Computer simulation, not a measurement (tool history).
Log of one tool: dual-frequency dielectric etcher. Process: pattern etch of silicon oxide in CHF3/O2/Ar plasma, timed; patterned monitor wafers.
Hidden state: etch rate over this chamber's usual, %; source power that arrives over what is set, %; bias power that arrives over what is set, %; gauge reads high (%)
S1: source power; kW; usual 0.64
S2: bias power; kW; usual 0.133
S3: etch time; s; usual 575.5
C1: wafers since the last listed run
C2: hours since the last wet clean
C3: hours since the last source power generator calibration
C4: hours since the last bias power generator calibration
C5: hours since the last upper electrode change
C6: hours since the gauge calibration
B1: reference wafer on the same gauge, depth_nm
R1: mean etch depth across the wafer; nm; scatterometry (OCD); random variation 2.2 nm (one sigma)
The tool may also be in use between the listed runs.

run	hour	S1	S2	S3	C1	C2	C3	C4	C5	C6	B1	R1
1	0	0.64	0.133	575.5	0	191	1895.5	3030.5	3430.3	950.1	1090	1042.5
2	43.1	0.64	0.133	575.5	145	234.1	1938.6	3073.6	3473.4	993.2	1089.8	1039.3
3	73.7	0.64	0.133	575.5	103	264.7	1969.2	3104.2	3504	1023.8	1090	1044.9
4	105.6	0.76	0.133	575.5	107	296.6	2001.1	3136.1	3535.9	1055.7	1090.1	1085.1
5	169.5	0.76	0.133	575.5	215	360.5	2065	3200	3599.8	1119.6	1090.3	1088.6
6	211	0.76	0.133	575.5	140	402	2106.5	3241.5	3641.3	1161.1	1089	1094.5
7	263.6	0.64	0.133	575.5	177	454.6	2159.1	3294.1	3693.9	1213.7	1089.4	1055.1
# hour 305.4: wet clean of the chamber
8	320.6	0.64	0.133	575.5	111	15.2	2216.1	3351.1	3750.9	1270.7	1089.7	1031.5
9	379	0.64	0.133	575.5	197	73.6	2274.5	3409.5	3809.3	1329.1	1089.6	1030.9
10	421.2	0.64	0.133	575.5	142	115.8	2316.7	3451.7	3851.5	1371.3	1089.6	1037.7
11	471.6	0.68	0.133	575.5	170	166.2	2367.1	3502.1	3901.9	1421.7	1090.1	1050.9
12	498.9	0.64	0.133	575.5	92	193.5	2394.4	3529.4	3929.2	1449	1090.2	1039.8
13	546.2	0.64	0.133	469	159	240.8	2441.7	3576.7	3976.5	1496.3	1090.1	846.8
# hour 553.4: gauge calibrated
# hour 586.2: upper electrode replaced
14	591.8	0.64	0.148	575.5	72	286.4	2487.3	3622.3	5.6	38.4	1090	1097.7
15	620.3	0.64	0.11	521	96	314.9	2515.8	3650.8	34.1	66.9	1090.1	853.4
# hour 659.5: source power generator calibrated
16	677.7	0.56	0.133	575.5	180	372.3	18.2	3708.2	91.5	124.3	1090	1019.2
17	732.5	0.58	0.133	575.5	184	427.1	73	3763	146.3	179.1	1089.8	1029.1
18	779.7	0.78	0.146	405.5	159	474.3	120.2	3810.2	193.5	226.3	1089.6	808.4
19	829.9	0.72	0.133	464	169	524.5	170.4	3860.4	243.7	276.5	1090.8	872.5
# hour 879.4: wet clean of the chamber
20	889.7	0.64	0.133	575.5	120	10.3	230.2	3920.2	303.5	336.3	1089.9	1032.5
# hour 902.8: bias power generator calibrated
21	921.7	0.64	0.133	747	94	42.3	262.2	18.9	335.5	368.3	1089.3	1341.9
22	989.5	0.64	0.133	575.5	228	110.1	330	86.7	403.3	436.1	1089.7	1037.5
23	1046	0.48	0.146	705.5	190	166.6	386.5	143.2	459.8	492.6	1090.7	1261.3
24	1083.4	0.64	0.133	462	126	204	423.9	180.6	497.2	530	1090.9	836.9
25	1127.4	0.64	0.153	417	148	248	467.9	224.6	541.2	574	1089.8	812.6
26	1182.5	0.64	0.133	575.5	186	303.1	523	279.7	596.3	629.1	1089.9	1047.7
27	1216.3	0.64	0.133	575.5	114	336.9	556.8	313.5	630.1	662.9	1089.3	1047.7
28	1285	0.76	0.133	575.5	231	405.6	625.5	382.2	698.8	731.6	1089.6	1095.1
29	1315	0.64	0.146	452	101	435.6	655.5	412.2	728.8	761.6	1090.2	865.1
30	1357.6	0.64	0.133	674	143	478.2	698.1	454.8	771.4	804.2	1089.9	1232.6

4 ways to go on from here, each from the tool as it stands after run 30. What would each give?
A	1358.2	0.64	0.133	575.5	2	478.8	698.7	455.4	772	804.8	?	?
B	1358.2	0.51	0.133	575.5	2	478.8	698.7	455.4	772	804.8	?	?
C	1358.2	0.68	0.163	651.5	2	478.8	698.7	455.4	772	804.8	?	?
D	1358.2	0.59	0.124	643	2	478.8	698.7	455.4	772	804.8	?	?

run	B1	R1
A	1090	1054.2
B	1090	1005.5
C	1090	1336.4
D	1090	1116.9
Without the tool's hidden state the same runs would have given:
run	R1
A	1027.2
B	979.8
C	1302.2
D	1088.4
